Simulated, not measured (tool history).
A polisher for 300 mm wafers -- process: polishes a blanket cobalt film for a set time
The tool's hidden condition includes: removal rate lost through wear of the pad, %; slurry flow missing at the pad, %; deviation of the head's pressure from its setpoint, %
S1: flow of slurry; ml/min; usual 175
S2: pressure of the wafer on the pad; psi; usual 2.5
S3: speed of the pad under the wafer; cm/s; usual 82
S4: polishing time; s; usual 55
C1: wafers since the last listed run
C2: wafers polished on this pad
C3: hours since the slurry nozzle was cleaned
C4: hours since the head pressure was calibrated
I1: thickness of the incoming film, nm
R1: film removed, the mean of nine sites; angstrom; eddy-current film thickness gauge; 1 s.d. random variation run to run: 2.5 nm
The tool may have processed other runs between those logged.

run	hour	S1	S2	S3	S4	C1	C2	C3	C4	I1	R1
1	0	175	2.5	82	55	0	244	244.7	712.3	781.6	2925
2	31.4	175	2.5	82	55	193	437	276.1	743.7	777.1	2955
3	49.6	175	2.5	82	55	112	549	294.3	761.9	795.1	2980
# hour 61.2: worn pad replaced by a new one
4	74	175	2.5	82	55	125	79	318.7	786.3	797.3	3042
5	103.1	175	2.5	82	55	179	258	347.8	815.4	776.7	2978
6	116.6	175	2.5	82	55	83	341	361.3	828.9	791.8	3011
7	146.9	130	2.1	82	55	186	528	391.6	859.2	800.5	2448
# hour 174.8: head pressure recalibrated
8	178.3	130	2.1	82	55	181	709	423	3.5	804.2	2254
# hour 191.5: worn pad replaced by a new one
9	199.2	130	2.1	82	55	104	47	443.9	24.4	786.3	2191
10	224.1	175	3.2	82	70	153	200	468.8	49.3	792	4553
11	252.6	175	2.9	94	61	175	376	497.3	77.8	782.1	4150
# hour 281.6: slurry nozzle cleaned
12	284.7	175	2.5	82	55	191	567	3.1	109.9	799.8	2795
# hour 308.1: worn pad replaced by a new one
13	308.6	175	2.5	92	55	122	2	27	133.8	784.7	3178
14	330.4	130	2.1	82	55	134	137	48.8	155.6	793.1	2275
15	363.8	135	2.5	56	47	205	342	82.2	189	804.4	1594
16	393.2	175	2	108	55	181	523	111.6	218.4	807.5	2986
# hour 407.7: worn pad replaced by a new one
17	437.6	200	2.5	82	55	248	183	156	262.8	801.6	2910
18	472.8	175	2.5	82	55	216	400	191.2	298	797.9	2930

5 options for the next run, each taken on its own from the tool as it stands now. Forecast them:
A	473.2	175	2.5	82	55	2	403	191.6	298.4	797.2	?
B	473.2	150	2.9	74	66	2	403	191.6	298.4	797.2	?
C	473.2	195	2.5	82	55	2	403	191.6	298.4	797.2	?
D	473.2	210	2.5	82	55	2	403	191.6	298.4	797.2	?
E	473.2	175	1.8	82	67	2	403	191.6	298.4	797.2	?

run	R1
A	2867
B	3527
C	2906
D	2931
E	2515
With no hidden state in the tool, these same runs would have given:
run	R1
A	2709
B	3333
C	2746
D	2770
E	2376
